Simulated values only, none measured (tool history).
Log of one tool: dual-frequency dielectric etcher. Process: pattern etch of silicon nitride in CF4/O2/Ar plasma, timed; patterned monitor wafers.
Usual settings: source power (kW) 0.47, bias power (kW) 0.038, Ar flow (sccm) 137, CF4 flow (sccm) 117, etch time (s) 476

| run | hour | source power (kW) | bias power (kW) | Ar flow (sccm) | CF4 flow (sccm) | etch time (s) | read-back reference wafer on the same gauge, depth_nm | mean etch depth across the wafer (angstrom) |
|---|---|---|---|---|---|---|---|---|
| 1 | 0 | 0.47 | 0.038 | 137 | 125 | 588 | 751.6 | 10342 |
| 2 | 70.3 | 0.47 | 0.038 | 137 | 117 | 476 | 752.9 | 8311 |
| 3 | 112.8 | 0.47 | 0.038 | 137 | 117 | 476 | 752.7 | 8293 |
| 4 | 172.2 | 0.47 | 0.038 | 137 | 132 | 476 | 752.3 | 8461 |
| 5 | 199.9 | 0.47 | 0.038 | 137 | 132 | 476 | 752.3 | 8475 |
| 6 | 229.5 | 0.47 | 0.038 | 137 | 132 | 476 | 751.6 | 8512 |
| 7 | 274.9 | 0.47 | 0.038 | 155 | 117 | 476 | 752.4 | 8101 |
| 8 | 339.2 | 0.47 | 0.038 | 155 | 117 | 476 | 752 | 8070 |
|  | 374.5 | source power generator calibrated |
|  | 408.1 | wet clean of the chamber |
| 9 | 408.6 | 0.47 | 0.038 | 155 | 117 | 476 | 751.5 | 7687 |
| 10 | 430.8 | 0.47 | 0.038 | 137 | 117 | 476 | 751.9 | 7929 |
|  | 476.8 | gauge calibrated |
| 11 | 489.2 | 0.51 | 0.045 | 105 | 131 | 476 | 751.3 | 9789 |
| 12 | 514.3 | 0.5 | 0.038 | 168 | 117 | 476 | 752 | 8040 |
|  | 533.8 | bias power generator calibrated |
| 13 | 541 | 0.47 | 0.038 | 155 | 117 | 476 | 752.3 | 7745 |
|  | 574.2 | CF4 flow controller replaced |
|  | 576.3 | upper electrode replaced |
|  | 605.8 | Ar flow controller replaced |
| 14 | 606.3 | 0.47 | 0.038 | 151 | 117 | 476 | 753.1 | 7749 |
| 15 | 650.8 | 0.56 | 0.041 | 137 | 117 | 476 | 751.5 | 9730 |
| 16 | 698.1 | 0.47 | 0.038 | 137 | 117 | 476 | 751.8 | 8012 |
| 17 | 763.5 | 0.47 | 0.029 | 137 | 117 | 476 | 752.4 | 7283 |
| 18 | 806 | 0.47 | 0.038 | 107 | 117 | 476 | 751.6 | 8448 |
| 19 | 862.2 | 0.47 | 0.035 | 166 | 117 | 476 | 752 | 7440 |
| 20 | 886.5 | 0.47 | 0.038 | 137 | 117 | 574 | 752 | 9649 |

Forecast each of these 5 alternatives for the next run:
| A | 887 | 0.47 | 0.038 | 137 | 117 | 476 | ? | ? |
| B | 887 | 0.47 | 0.038 | 137 | 127 | 476 | ? | ? |
| C | 887 | 0.47 | 0.038 | 137 | 103 | 594.5 | ? | ? |
| D | 887 | 0.47 | 0.038 | 137 | 108 | 476 | ? | ? |
| E | 887 | 0.47 | 0.038 | 137 | 117 | 554.5 | ? | ? |

| run | read-back reference wafer on the same gauge, depth_nm | mean etch depth across the wafer (angstrom) |
|---|---|---|
| A | 752.1 | 8016 |
| B | 752.1 | 8114 |
| C | 752.1 | 9815 |
| D | 752.1 | 7918 |
| E | 752.1 | 9338 |
Without the tool's hidden state the same runs would have given:
| run | mean etch depth across the wafer (angstrom) |
|---|---|
| A | 7936 |
| B | 8033 |
| C | 9717 |
| D | 7839 |
| E | 9244 |
